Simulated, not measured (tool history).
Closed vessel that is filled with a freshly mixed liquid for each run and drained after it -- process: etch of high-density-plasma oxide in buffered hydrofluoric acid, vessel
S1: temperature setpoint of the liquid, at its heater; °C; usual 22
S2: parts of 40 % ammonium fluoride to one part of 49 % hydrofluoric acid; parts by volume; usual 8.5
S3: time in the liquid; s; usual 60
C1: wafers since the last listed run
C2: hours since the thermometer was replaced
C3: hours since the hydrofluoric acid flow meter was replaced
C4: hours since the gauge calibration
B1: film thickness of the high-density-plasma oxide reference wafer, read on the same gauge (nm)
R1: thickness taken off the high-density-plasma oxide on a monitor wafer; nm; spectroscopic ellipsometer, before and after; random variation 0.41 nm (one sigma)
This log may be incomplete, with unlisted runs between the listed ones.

run 1 day=0 | S1=22 S2=8.5 S3=75 | C1=0 C2=966.3 C3=927.8 C4=238.3 | B1=69.97 | R1=91.65
run 2 day=0.329 | S1=22 S2=8.5 S3=40 | C1=739 C2=974.2 C3=935.7 C4=246.2 | B1=70 | R1=48.34
run 3 day=0.75 | S1=22 S2=8.5 S3=60 | C1=945 C2=984.3 C3=945.8 C4=256.3 | B1=69.99 | R1=72.47
run 4 day=1.096 | S1=22 S2=8.5 S3=60 | C1=776 C2=992.6 C3=954.1 C4=264.6 | B1=70.01 | R1=73.06
run 5 day=1.417 | S1=22 S2=8.5 S3=60 | C1=720 C2=1000.3 C3=961.8 C4=272.3 | B1=70.02 | R1=72.5
run 6 day=1.696 | S1=18.5 S2=10.5 S3=60 | C1=627 C2=1007 C3=968.5 C4=279 | B1=70.01 | R1=49.38
run 7 day=2.312 | S1=22 S2=8.5 S3=60 | C1=1385 C2=1021.8 C3=983.3 C4=293.8 | B1=70.03 | R1=73.42
run 8 day=2.742 | S1=22 S2=8.5 S3=60 | C1=964 C2=1032.1 C3=993.6 C4=304.1 | B1=69.99 | R1=73.18
-- day=3.088 gauge calibrated
-- day=3.225 thermometer replaced
run 9 day=3.358 | S1=22 S2=8.5 S3=60 | C1=1291 C2=3.2 C3=1008.4 C4=6.5 | B1=69.99 | R1=82.13
run 10 day=3.725 | S1=20 S2=8.5 S3=60 | C1=823 C2=12 C3=1017.2 C4=15.3 | B1=70 | R1=73.66
run 11 day=4.35 | S1=22 S2=8.5 S3=60 | C1=1403 C2=27 C3=1032.2 C4=30.3 | B1=69.98 | R1=81.9
run 12 day=4.792 | S1=22 S2=8.5 S3=60 | C1=992 C2=37.6 C3=1042.8 C4=40.9 | B1=69.97 | R1=82.08
run 13 day=5.446 | S1=23.5 S2=10 S3=40 | C1=1469 C2=53.3 C3=1058.5 C4=56.6 | B1=70.02 | R1=50.3
run 14 day=5.804 | S1=17.5 S2=8.5 S3=60 | C1=804 C2=61.9 C3=1067.1 C4=65.2 | B1=70.01 | R1=64.09
run 15 day=6.25 | S1=26 S2=8.5 S3=60 | C1=1001 C2=72.6 C3=1077.8 C4=75.9 | B1=70.02 | R1=102.54
run 16 day=6.712 | S1=22 S2=8.5 S3=60 | C1=1038 C2=83.7 C3=1088.9 C4=87 | B1=70 | R1=82.85
run 17 day=7.046 | S1=25.5 S2=8.5 S3=45 | C1=748 C2=91.7 C3=1096.9 C4=95 | B1=69.98 | R1=74.72
run 18 day=7.383 | S1=20 S2=10 S3=90 | C1=758 C2=99.8 C3=1105 C4=103.1 | B1=69.98 | R1=93.22
run 19 day=8.108 | S1=24 S2=10 S3=60 | C1=1628 C2=117.2 C3=1122.4 C4=120.5 | B1=70.03 | R1=77.34
run 20 day=8.725 | S1=22 S2=8.5 S3=60 | C1=1385 C2=132 C3=1137.2 C4=135.3 | B1=69.96 | R1=82.47
-- day=9.125 hydrofluoric acid flow meter replaced
run 21 day=9.288 | S1=22 S2=5 S3=60 | C1=1169 C2=145.5 C3=3.9 C4=148.8 | B1=70.02 | R1=122.05
run 22 day=9.6 | S1=22 S2=7 S3=60 | C1=701 C2=153 C3=11.4 C4=156.3 | B1=70.01 | R1=91.04
run 23 day=9.888 | S1=24 S2=8.5 S3=40 | C1=645 C2=159.9 C3=18.3 C4=163.2 | B1=70.01 | R1=55.77
run 24 day=10.175 | S1=22 S2=5.5 S3=60 | C1=645 C2=166.8 C3=25.2 C4=170.1 | B1=69.98 | R1=112.99
run 25 day=10.604 | S1=22 S2=8.5 S3=60 | C1=964 C2=177.1 C3=35.5 C4=180.4 | B1=70.01 | R1=74.47
run 26 day=10.892 | S1=22 S2=8.5 S3=60 | C1=645 C2=184 C3=42.4 C4=187.3 | B1=69.98 | R1=74.64
run 27 day=11.304 | S1=25.5 S2=8.5 S3=45 | C1=926 C2=193.9 C3=52.3 C4=197.2 | B1=69.99 | R1=67.97
run 28 day=11.717 | S1=22 S2=8.5 S3=45 | C1=926 C2=203.8 C3=62.2 C4=207.1 | B1=69.97 | R1=55.89
run 29 day=12.4 | S1=22 S2=8.5 S3=60 | C1=1534 C2=220.2 C3=78.6 C4=223.5 | B1=70.02 | R1=74.26
run 30 day=13.025 | S1=20.5 S2=7 S3=45 | C1=1403 C2=235.2 C3=93.6 C4=238.5 | B1=69.99 | R1=63.69
run 31 day=13.483 | S1=17.5 S2=7 S3=40 | C1=1029 C2=246.2 C3=104.6 C4=249.5 | B1=69.98 | R1=47.67
run 32 day=14.058 | S1=25.5 S2=11.5 S3=85 | C1=1291 C2=260 C3=118.4 C4=263.3 | B1=70.03 | R1=98.27

The tool's hidden state at each run:
gauge reads high (%): 0 on each run
H1: liquid colder than its thermometer reads (K)
H2: hydrofluoric acid flow above the setpoint (%)
run=1 H1=2.09 H2=8.45
run=2 H1=2.1 H2=8.52
run=3 H1=2.12 H2=8.62
run=4 H1=2.13 H2=8.69
run=5 H1=2.15 H2=8.76
run=6 H1=2.16 H2=8.82
run=7 H1=2.18 H2=8.96
run=8 H1=2.2 H2=9.05
run=9 H1=0.0488 H2=9.19
run=10 H1=0.0642 H2=9.27
run=11 H1=0.0904 H2=9.4
run=12 H1=0.109 H2=9.5
run=13 H1=0.136 H2=9.64
run=14 H1=0.151 H2=9.72
run=15 H1=0.17 H2=9.82
run=16 H1=0.189 H2=9.92
run=17 H1=0.203 H2=9.99
run=18 H1=0.218 H2=10.1
run=19 H1=0.248 H2=10.2
run=20 H1=0.274 H2=10.4
run=21 H1=0.297 H2=0.838
run=22 H1=0.31 H2=0.906
run=23 H1=0.323 H2=0.969
run=24 H1=0.335 H2=1.03
run=25 H1=0.353 H2=1.13
run=26 H1=0.365 H2=1.19
run=27 H1=0.382 H2=1.28
run=28 H1=0.399 H2=1.37
run=29 H1=0.428 H2=1.52
run=30 H1=0.454 H2=1.65
run=31 H1=0.473 H2=1.75
run=32 H1=0.497 H2=1.88
